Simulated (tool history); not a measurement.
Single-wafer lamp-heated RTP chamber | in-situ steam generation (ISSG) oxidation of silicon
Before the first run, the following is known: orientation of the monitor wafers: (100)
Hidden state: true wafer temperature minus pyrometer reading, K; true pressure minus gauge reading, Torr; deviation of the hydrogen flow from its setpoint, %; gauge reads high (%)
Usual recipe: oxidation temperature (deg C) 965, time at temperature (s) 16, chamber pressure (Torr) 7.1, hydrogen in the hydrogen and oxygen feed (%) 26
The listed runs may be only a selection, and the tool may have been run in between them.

run     day  oxidation temperature (deg C)  time at temperature (s)  chamber pressure (Torr)  hydrogen in the hydrogen and oxygen feed (%)  wafers since the last listed run  wafers since the last pyrometer calibration  hours since the pressure gauge was zeroed  hours since the hydrogen flow controller was replaced  hours since the gauge calibration  read-back reference wafer on the same gauge, thickness  oxide thickness on the monitor wafer (nm)
  1       0                            965                       16                      7.1                                            26                                 0                                         3282                                     2239.5                                                 3784.8                               84.4                                                   4.391                                      4.588
  2   0.842                            965                       16                      7.1                                            26                               197                                         3480                                     2259.7                                                   3805                              104.6                                                   4.393                                        4.6
  3   1.417                            965                       16                      7.1                                            26                               135                                         3615                                     2273.5                                                 3818.8                              118.4                                                   4.393                                      4.626
  4   2.304                            965                       16                      7.1                                            26                               208                                         3823                                     2294.8                                                 3840.1                              139.7                                                   4.389                                      4.648
      2.962  -- pyrometer window cleaned and pyrometer calibrated
  5   2.983                            965                       16                      7.1                                            26                                81                                            4                                     2311.1                                                 3856.4                                156                                                   4.391                                      4.496
  6   4.396                            965                       16                      7.1                                            26                               331                                          336                                       2345                                                 3890.3                              189.9                                                   4.391                                      4.498
  7   5.008                            965                       16                      7.1                                            26                               143                                          480                                     2359.7                                                   3905                              204.6                                                   4.388                                      4.502
  8   5.996                            965                       16                      7.1                                            26                               231                                          712                                     2383.4                                                 3928.7                              228.3                                                   4.388                                       4.51
  9   7.917                            965                       16                      7.1                                            26                               451                                         1163                                     2429.5                                                 3974.8                              274.4                                                   4.388                                       4.51
 10   9.033                            965                       16                      7.1                                            26                               262                                         1425                                     2456.3                                                 4001.6                              301.2                                                   4.393                                      4.518
 11  10.525                            965                       18                      8.5                                            32                               350                                         1776                                     2492.1                                                 4037.4                                337                                                   4.392                                       4.98
 12   11.15                            947                       19                      7.1                                            29                               146                                         1923                                     2507.1                                                 4052.4                                352                                                   4.393                                       4.73
     11.838  -- pressure gauge zeroed
 13  12.571                            965                       16                      7.1                                            26                               255                                         2178                                       17.6                                                 4086.5                              386.1                                                   4.385                                      4.534
     12.933  -- hydrogen flow controller replaced
     13.542  -- gauge calibrated
 14  13.675                            965                       16                      8.1                                            26                               181                                         2359                                       44.1                                                   17.8                                3.2                                                   4.391                                       4.55
 15  14.912                            965                       16                      7.1                                            26                               290                                         2650                                       73.8                                                   47.5                               32.9                                                   4.387                                      4.547
 16  15.554                            976                       16                      7.1                                            32                               150                                         2800                                       89.2                                                   62.9                               48.3                                                   4.388                                      5.007
     16.279  -- pyrometer window cleaned and pyrometer calibrated
 17  16.946                            965                       16                      7.1                                            26                               248                                          156                                      122.6                                                   96.3                               81.7                                                   4.386                                      4.474
 18  17.988                            953                       12                      7.1                                            26                               244                                          400                                      147.6                                                  121.3                              106.7                                                   4.388                                      3.899
 19  18.567                            965                       13                      7.1                                            30                               136                                          536                                      161.5                                                  135.2                              120.6                                                   4.389                                      4.329
 20  19.804                            960                       16                      7.1                                            26                               290                                          827                                      191.2                                                  164.9                              150.3                                                   4.387                                      4.428
 21  21.212                            965                       11                      6.9                                            26                               330                                         1158                                        225                                                  198.7                              184.1                                                   4.389                                      3.904

5 ways to go on from here, each from the tool as it stands after run 21. What would each give?
  A  21.229                            965                       16                      7.1                                            26                                 3                                         1162                                      225.4                                                  199.1                              184.5                                                       ?                                          ?
  B  21.229                            970                       22                        8                                            32                                 3                                         1162                                      225.4                                                  199.1                              184.5                                                       ?                                          ?
  C  21.229                            965                       16                      6.9                                            31                                 3                                         1162                                      225.4                                                  199.1                              184.5                                                       ?                                          ?
  D  21.229                            965                       12                      7.9                                            26                                 3                                         1162                                      225.4                                                  199.1                              184.5                                                       ?                                          ?
  E  21.229                            965                       18                      7.1                                            26                                 3                                         1162                                      225.4                                                  199.1                              184.5                                                       ?                                          ?

run  read-back reference wafer on the same gauge, thickness  oxide thickness on the monitor wafer (nm)
  A                                                   4.398                                      4.509
  B                                                   4.398                                       5.52
  C                                                   4.398                                      4.737
  D                                                   4.398                                      4.034
  E                                                   4.398                                      4.729
What these runs would have given with no unlogged condition in the tool:
run  oxide thickness on the monitor wafer (nm)
  A                                      4.485
  B                                      5.486
  C                                      4.712
  D                                      4.015
  E                                      4.702
